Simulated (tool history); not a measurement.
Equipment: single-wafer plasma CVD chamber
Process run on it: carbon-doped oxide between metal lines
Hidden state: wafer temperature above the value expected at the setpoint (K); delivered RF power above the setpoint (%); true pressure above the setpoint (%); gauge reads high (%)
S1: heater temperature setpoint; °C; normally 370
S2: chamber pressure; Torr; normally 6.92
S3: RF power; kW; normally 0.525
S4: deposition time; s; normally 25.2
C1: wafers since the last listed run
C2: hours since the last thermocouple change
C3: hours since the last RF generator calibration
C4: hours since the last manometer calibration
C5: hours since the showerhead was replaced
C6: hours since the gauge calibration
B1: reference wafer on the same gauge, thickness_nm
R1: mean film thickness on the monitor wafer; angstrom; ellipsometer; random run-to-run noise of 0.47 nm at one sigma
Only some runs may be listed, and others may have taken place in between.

Run 1, day 0.000: usual settings but S2 7.29 Torr; C1 0; C2 625.6; C3 1640.3; C4 126.4; C5 2194.5; C6 1029.6; B1 135.150. Result: R1 1319.86 angstrom.
Run 2, day 1.221: usual settings but S2 7.29 Torr; C1 607; C2 654.9; C3 1669.6; C4 155.7; C5 2223.8; C6 1058.9; B1 135.064. Result: R1 1318.97 angstrom.
Run 3, day 2.208: usual settings but S4 23.2 s; C1 491; C2 678.6; C3 1693.3; C4 179.4; C5 2247.5; C6 1082.6; B1 134.937. Result: R1 1217.38 angstrom.
Run 4, day 2.800: usual settings but S4 23.2 s; C1 294; C2 692.8; C3 1707.5; C4 193.6; C5 2261.7; C6 1096.8; B1 135.126. Result: R1 1211.15 angstrom.
At day 3.096: gauge calibrated.
Run 5, day 5.354: usual settings but S4 21.4 s; C1 1270; C2 754.1; C3 1768.8; C4 254.9; C5 2323.0; C6 54.2; B1 135.081. Result: R1 1127.29 angstrom.
At day 6.508: RF generator calibrated.
Run 6, day 6.529: usual settings but S1 376 °C; C1 418; C2 782.3; C3 0.5; C4 283.1; C5 2351.2; C6 82.4; B1 135.154. Result: R1 1308.27 angstrom.
Run 7, day 7.412: usual settings but S1 383 °C, S2 6.33 Torr, S3 0.560 kW, S4 23.8 s; C1 439; C2 803.5; C3 21.7; C4 304.3; C5 2372.4; C6 103.6; B1 135.092. Result: R1 1250.53 angstrom.
Run 8, day 8.229: usual settings but S1 362 °C, S2 5.68 Torr, S3 0.610 kW, S4 29.6 s; C1 406; C2 823.1; C3 41.3; C4 323.9; C5 2392.0; C6 123.2; B1 134.997. Result: R1 1654.40 angstrom.
Run 9, day 9.575: usual settings but S1 382 °C, S4 26.5 s; C1 669; C2 855.4; C3 73.6; C4 356.2; C5 2424.3; C6 155.5; B1 135.009. Result: R1 1353.44 angstrom.
Run 10, day 11.046: usual settings but S1 360 °C, S3 0.485 kW, S4 22.8 s; C1 731; C2 890.7; C3 108.9; C4 391.5; C5 2459.6; C6 190.8; B1 134.970. Result: R1 1173.78 angstrom.
Run 11, day 11.967: usual settings but S2 5.62 Torr; C1 457; C2 912.8; C3 131.0; C4 413.6; C5 2481.7; C6 212.9; B1 134.940. Result: R1 1287.44 angstrom.
Run 12, day 13.333: usual settings but S1 363 °C, S3 0.560 kW, S4 21.9 s; C1 679; C2 945.6; C3 163.8; C4 446.4; C5 2514.5; C6 245.7; B1 134.971. Result: R1 1194.91 angstrom.
At day 14.325: showerhead replaced.
Run 13, day 14.804: usual settings but S2 7.56 Torr; C1 565; C2 980.9; C3 199.1; C4 481.7; C5 11.5; C6 281.0; B1 135.004. Result: R1 1324.17 angstrom.
At day 15.262: thermocouple changed; heater temperature recalibrated.
Run 14, day 15.888: usual settings; C1 372; C2 15.0; C3 225.1; C4 507.7; C5 37.5; C6 307.0; B1 134.948. Result: R1 1346.18 angstrom.
Run 15, day 17.079: usual settings but S1 382 °C, S4 28.3 s; C1 592; C2 43.6; C3 253.7; C4 536.3; C5 66.1; C6 335.6; B1 135.060. Result: R1 1472.47 angstrom.
Run 16, day 17.746: usual settings; C1 331; C2 59.6; C3 269.7; C4 552.3; C5 82.1; C6 351.6; B1 134.984. Result: R1 1330.61 angstrom.
Run 17, day 18.779: usual settings but S1 365 °C, S2 8.23 Torr, S4 21.0 s; C1 513; C2 84.4; C3 294.5; C4 577.1; C5 106.9; C6 376.4; B1 134.961. Result: R1 1141.07 angstrom.
Run 18, day 19.492: usual settings; C1 354; C2 101.5; C3 311.6; C4 594.2; C5 124.0; C6 393.5; B1 135.088. Result: R1 1326.07 angstrom.
Run 19, day 20.796: usual settings but S1 378 °C, S3 0.485 kW, S4 21.1 s; C1 648; C2 132.8; C3 342.9; C4 625.5; C5 155.3; C6 424.8; B1 134.949. Result: R1 1061.70 angstrom.
Run 20, day 21.462: usual settings but S1 378 °C; C1 331; C2 148.8; C3 358.9; C4 641.5; C5 171.3; C6 440.8; B1 134.998. Result: R1 1315.81 angstrom.
Run 21, day 22.246: usual settings but S1 381 °C; C1 389; C2 167.6; C3 377.7; C4 660.3; C5 190.1; C6 459.6; B1 134.825. Result: R1 1299.39 angstrom.
Run 22, day 22.796: usual settings but S2 6.23 Torr; C1 273; C2 180.8; C3 390.9; C4 673.5; C5 203.3; C6 472.8; B1 134.969. Result: R1 1314.09 angstrom.
Run 23, day 23.796: usual settings but S1 379 °C, S2 7.54 Torr, S4 23.7 s; C1 497; C2 204.8; C3 414.9; C4 697.5; C5 227.3; C6 496.8; B1 135.083. Result: R1 1231.19 angstrom.
Run 24, day 24.667: usual settings but S1 356 °C, S2 8.25 Torr, S3 0.590 kW, S4 21.9 s; C1 433; C2 225.7; C3 435.8; C4 718.4; C5 248.2; C6 517.7; B1 134.911. Result: R1 1280.05 angstrom.
Run 25, day 25.304: usual settings but S1 382 °C, S2 8.11 Torr, S3 0.460 kW; C1 317; C2 241.0; C3 451.1; C4 733.7; C5 263.5; C6 533.0; B1 134.871. Result: R1 1236.04 angstrom.
Run 26, day 26.771: usual settings but S2 5.47 Torr, S3 0.570 kW; C1 729; C2 276.2; C3 486.3; C4 768.9; C5 298.7; C6 568.2; B1 135.037. Result: R1 1337.87 angstrom.
Run 27, day 28.200: usual settings but S4 28.9 s; C1 710; C2 310.5; C3 520.6; C4 803.2; C5 333.0; C6 602.5; B1 134.836. Result: R1 1522.75 angstrom.
Run 28, day 29.654: usual settings but S1 383 °C; C1 723; C2 345.4; C3 555.5; C4 838.1; C5 367.9; C6 637.4; B1 134.873. Result: R1 1283.03 angstrom.

5 options for the next run, each taken on its own from the tool as it stands now. Forecast them:
Run A, day 29.671: usual settings; C1 8; C2 345.8; C3 555.9; C4 838.5; C5 368.3; C6 637.8; B1 ?. Result: R1 ?.
Run B, day 29.671: usual settings but S1 376 °C, S2 8.48 Torr, S3 0.575 kW, S4 30.1 s; C1 8; C2 345.8; C3 555.9; C4 838.5; C5 368.3; C6 637.8; B1 ?. Result: R1 ?.
Run C, day 29.671: usual settings but S1 381 °C, S2 5.74 Torr; C1 8; C2 345.8; C3 555.9; C4 838.5; C5 368.3; C6 637.8; B1 ?. Result: R1 ?.
Run D, day 29.671: usual settings but S2 8.01 Torr, S4 28.0 s; C1 8; C2 345.8; C3 555.9; C4 838.5; C5 368.3; C6 637.8; B1 ?. Result: R1 ?.
Run E, day 29.671: usual settings but S4 27.0 s; C1 8; C2 345.8; C3 555.9; C4 838.5; C5 368.3; C6 637.8; B1 ?. Result: R1 ?.

run       B1       R1
  A  134.924  1327.82
  B  134.924  1657.85
  C  134.924  1273.70
  D  134.924  1488.81
  E  134.924  1421.12
Had the tool no hidden state, the same runs would have come out as:
run       R1
  A  1337.23
  B  1669.41
  C  1281.73
  D  1499.36
  E  1431.19

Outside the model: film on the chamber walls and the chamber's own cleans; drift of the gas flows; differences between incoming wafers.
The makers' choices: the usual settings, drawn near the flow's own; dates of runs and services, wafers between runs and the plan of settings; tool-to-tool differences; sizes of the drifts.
